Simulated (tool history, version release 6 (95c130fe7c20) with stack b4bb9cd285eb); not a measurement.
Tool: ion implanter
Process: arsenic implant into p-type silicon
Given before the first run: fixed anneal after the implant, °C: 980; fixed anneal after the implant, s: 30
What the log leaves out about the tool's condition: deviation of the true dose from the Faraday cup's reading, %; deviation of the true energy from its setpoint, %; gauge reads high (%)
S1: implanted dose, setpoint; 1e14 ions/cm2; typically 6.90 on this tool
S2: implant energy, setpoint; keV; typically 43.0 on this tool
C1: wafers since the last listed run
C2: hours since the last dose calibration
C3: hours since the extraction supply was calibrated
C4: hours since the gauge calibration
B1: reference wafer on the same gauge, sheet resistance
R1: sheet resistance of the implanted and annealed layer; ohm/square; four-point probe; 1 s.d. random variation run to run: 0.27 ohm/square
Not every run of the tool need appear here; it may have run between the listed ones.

| run | day | S1 | S2 | C1 | C2 | C3 | C4 | B1 | R1 |
|---|---|---|---|---|---|---|---|---|---|
| 1 | 0.000 | 5.88 | 43.0 | 0 | 742.0 | 2961.0 | 56.2 | 145.93 | 164.03 |
| 2 | 0.671 | 5.88 | 43.0 | 386 | 758.1 | 2977.1 | 72.3 | 146.03 | 163.89 |
| 3 | 1.004 | 5.88 | 43.0 | 192 | 766.1 | 2985.1 | 80.3 | 145.92 | 164.05 |
| 4 | 1.733 | 6.90 | 50.5 | 420 | 783.6 | 3002.6 | 97.8 | 145.98 | 141.61 |
| 5 | 2.367 | 6.90 | 49.0 | 365 | 798.8 | 3017.8 | 113.0 | 145.98 | 142.54 |
| 6 | 2.667 | 6.90 | 49.0 | 172 | 806.0 | 3025.0 | 120.2 | 146.01 | 142.79 |
| 7 | 2.938 | 6.90 | 43.0 | 156 | 812.5 | 3031.5 | 126.7 | 145.96 | 145.99 |
|  | 3.833 | Faraday cup replaced and dose calibrated |
| 8 | 3.854 | 5.57 | 46.0 | 336 | 0.5 | 3053.5 | 148.7 | 146.05 | 165.90 |
|  | 3.867 | gauge calibrated |
| 9 | 4.242 | 6.90 | 30.5 | 223 | 9.8 | 3062.8 | 9.0 | 145.99 | 151.27 |
| 10 | 4.617 | 6.90 | 43.0 | 216 | 18.8 | 3071.8 | 18.0 | 146.09 | 141.83 |
|  | 6.338 | extraction supply calibrated |
| 11 | 6.358 | 4.95 | 29.5 | 811 | 60.6 | 0.5 | 59.8 | 145.97 | 194.16 |
| 12 | 6.646 | 7.99 | 49.5 | 165 | 67.5 | 7.4 | 66.7 | 146.04 | 123.54 |
| 13 | 7.262 | 7.99 | 49.5 | 355 | 82.3 | 22.2 | 81.5 | 146.04 | 124.01 |
| 14 | 7.721 | 5.37 | 37.5 | 264 | 93.3 | 33.2 | 92.5 | 145.97 | 175.96 |
| 15 | 8.317 | 5.09 | 43.0 | 343 | 107.6 | 47.5 | 106.8 | 145.98 | 180.32 |
| 16 | 8.567 | 8.07 | 32.0 | 144 | 113.6 | 53.5 | 112.8 | 146.01 | 133.83 |
| 17 | 8.950 | 7.78 | 35.0 | 221 | 122.8 | 62.7 | 122.0 | 146.01 | 134.56 |

How would selected steps in R1 from run to run divide? Give the signed amount a tool lacking its hidden state would still show from settings, what came in and random variation, and the signed amount left for the hidden state, including any gauge scatter that is not in both of the compared results.
Run 7 -> 8: S1 6.90 -> 5.57, S2 43.0 -> 46.0, Faraday cup replaced and dose calibrated. R1 +19.91 ohm/square: hidden state -3.86, all else +23.77.
Run 11 -> 12: S1 4.95 -> 7.99, S2 29.5 -> 49.5. R1 -70.62 ohm/square: hidden state +0.42, all else -71.04.
